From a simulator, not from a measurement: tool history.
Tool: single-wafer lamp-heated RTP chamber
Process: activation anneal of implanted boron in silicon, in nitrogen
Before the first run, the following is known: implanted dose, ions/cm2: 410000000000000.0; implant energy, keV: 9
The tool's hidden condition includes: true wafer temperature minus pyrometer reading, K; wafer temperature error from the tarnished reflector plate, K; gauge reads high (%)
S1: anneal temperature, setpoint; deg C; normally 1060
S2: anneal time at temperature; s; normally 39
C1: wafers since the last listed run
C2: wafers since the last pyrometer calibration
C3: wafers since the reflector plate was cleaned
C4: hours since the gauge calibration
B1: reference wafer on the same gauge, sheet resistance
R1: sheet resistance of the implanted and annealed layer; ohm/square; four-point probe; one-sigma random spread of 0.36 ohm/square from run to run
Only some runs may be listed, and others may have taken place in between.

run	day	S1	S2	C1	C2	C3	C4	B1	R1
1	0.000	1060	39	0	1464	2830	18.1	214.02	238.67
2	3.746	1060	39	1263	2727	4094	108.0	214.09	238.19
3	5.800	1060	39	692	3420	4787	157.3	214.02	239.17
4	9.550	1060	39	1265	4685	6052	247.3	214.00	237.97
# day 10.767: pyrometer window cleaned and pyrometer calibrated
# day 12.746: reflector plate cleaned
5	12.767	1060	39	860	562	7	324.5	214.01	239.09
6	15.100	1060	39	787	1349	794	380.5	214.01	239.01
7	18.367	1079	39	1102	2451	1896	458.9	214.04	235.91
8	20.642	1079	39	767	3219	2663	513.5	214.03	234.49
9	24.017	1079	39	1138	4358	3802	594.5	213.98	234.75
# day 24.621: pyrometer window cleaned and pyrometer calibrated
10	25.738	1060	39	468	377	4270	635.8	214.13	239.33
11	28.338	1060	39	877	1254	5147	698.2	213.99	239.51
12	32.579	1033	62	1430	2685	6578	800.0	214.00	238.29
# day 37.479: reflector plate cleaned
# day 40.721: pyrometer window cleaned and pyrometer calibrated
13	43.058	1060	39	3310	788	1770	1051.5	214.06	239.70
14	52.621	1043	27	3226	4014	4996	1281.0	213.97	242.36
# day 54.458: pyrometer window cleaned and pyrometer calibrated
15	56.250	1079	18	1111	604	6107	1368.1	214.03	241.92
16	58.392	1088	39	722	1327	6830	1419.5	214.00	235.58
# day 60.496: gauge calibrated
# day 60.825: reflector plate cleaned
17	60.846	1060	39	715	2042	6	8.4	214.03	238.81
18	64.129	1051	23	1107	3150	1114	87.2	213.98	242.80
19	67.642	1060	39	1184	4335	2299	171.5	213.92	238.53
# day 68.333: pyrometer window cleaned and pyrometer calibrated
20	71.500	1033	62	1189	1068	3488	264.1	214.03	238.94
21	75.433	1049	39	1326	2395	4815	358.5	213.95	239.94
22	79.579	1040	29	1398	3794	6213	458.0	213.97	242.88

Take each entry between the runs: how does the hidden state at the last listed run before it differ from the hidden state at the first listed run after it?
Logged between run 4 and run 5: pyrometer window cleaned and pyrometer calibrated (day 10.767); reflector plate cleaned (day 12.746)
  true wafer temperature minus pyrometer reading, K: 11.8 -> 4.98
  measured minus no-state result, R1: -1.63 -> -0.66 ohm/square
Logged between run 9 and run 10: pyrometer window cleaned and pyrometer calibrated (day 24.621)
  true wafer temperature minus pyrometer reading, K: 12.6 -> 2.91
  measured minus no-state result, R1: -2.00 -> -0.38 ohm/square
Logged between run 12 and run 13: reflector plate cleaned (day 37.479); pyrometer window cleaned and pyrometer calibrated (day 40.721)
  true wafer temperature minus pyrometer reading, K: 10.3 -> 5.53
  measured minus no-state result, R1: -1.17 -> -0.74 ohm/square
Logged between run 14 and run 15: pyrometer window cleaned and pyrometer calibrated (day 54.458)
  true wafer temperature minus pyrometer reading, K: 12.3 -> 3.72
  measured minus no-state result, R1: -0.76 -> -0.36 ohm/square
Logged between run 16 and run 17: gauge calibrated (day 60.496); reflector plate cleaned (day 60.825)
  true wafer temperature minus pyrometer reading, K: 6.71 -> 8.94
  measured minus no-state result, R1: -1.06 -> -1.22 ohm/square
Logged between run 19 and run 20: pyrometer window cleaned and pyrometer calibrated (day 68.333)
  true wafer temperature minus pyrometer reading, K: 11.7 -> 7.51
  measured minus no-state result, R1: -1.63 -> -0.83 ohm/square

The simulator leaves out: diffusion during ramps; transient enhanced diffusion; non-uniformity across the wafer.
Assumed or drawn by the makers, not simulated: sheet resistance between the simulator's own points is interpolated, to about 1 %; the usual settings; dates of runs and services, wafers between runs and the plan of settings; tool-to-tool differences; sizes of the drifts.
